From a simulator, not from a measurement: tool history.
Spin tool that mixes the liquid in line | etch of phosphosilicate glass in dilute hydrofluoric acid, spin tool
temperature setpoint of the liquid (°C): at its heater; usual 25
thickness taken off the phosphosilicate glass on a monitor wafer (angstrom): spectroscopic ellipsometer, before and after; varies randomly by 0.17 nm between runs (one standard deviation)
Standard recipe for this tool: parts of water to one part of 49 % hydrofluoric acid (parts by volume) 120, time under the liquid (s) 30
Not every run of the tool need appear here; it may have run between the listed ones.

run,hour,temperature setpoint of the liquid (°C),parts of water to one part of 49 % hydrofluoric acid (parts by volume),time under the liquid (s),"read-back film thickness of the phosphosilicate glass reference wafer, read on the same gauge (nm)",thickness taken off the phosphosilicate glass on a monitor wafer (angstrom)
1,0.0,25,95,30,139.99,426.9
2,80.5,25,95,30,140.00,427.2
3,123.8,25,95,30,140.01,426.3
4,230.7,25,120,30,139.99,325.6
# hour 301.4: thermometer replaced
5,322.2,25,120,30,139.98,326.2
6,420.1,25,120,30,139.99,324.4
7,483.9,25,150,30,140.00,250.7

Forecast run 8:
8,578.8,25,120,30,?,?

read-back film thickness of the phosphosilicate glass reference wafer, read on the same gauge (nm): 140.01
thickness taken off the phosphosilicate glass on a monitor wafer (angstrom): 328.9
On a tool with no hidden condition, and with the same random variation, this run would have come out at thickness taken off the phosphosilicate glass on a monitor wafer (angstrom) 328.9.
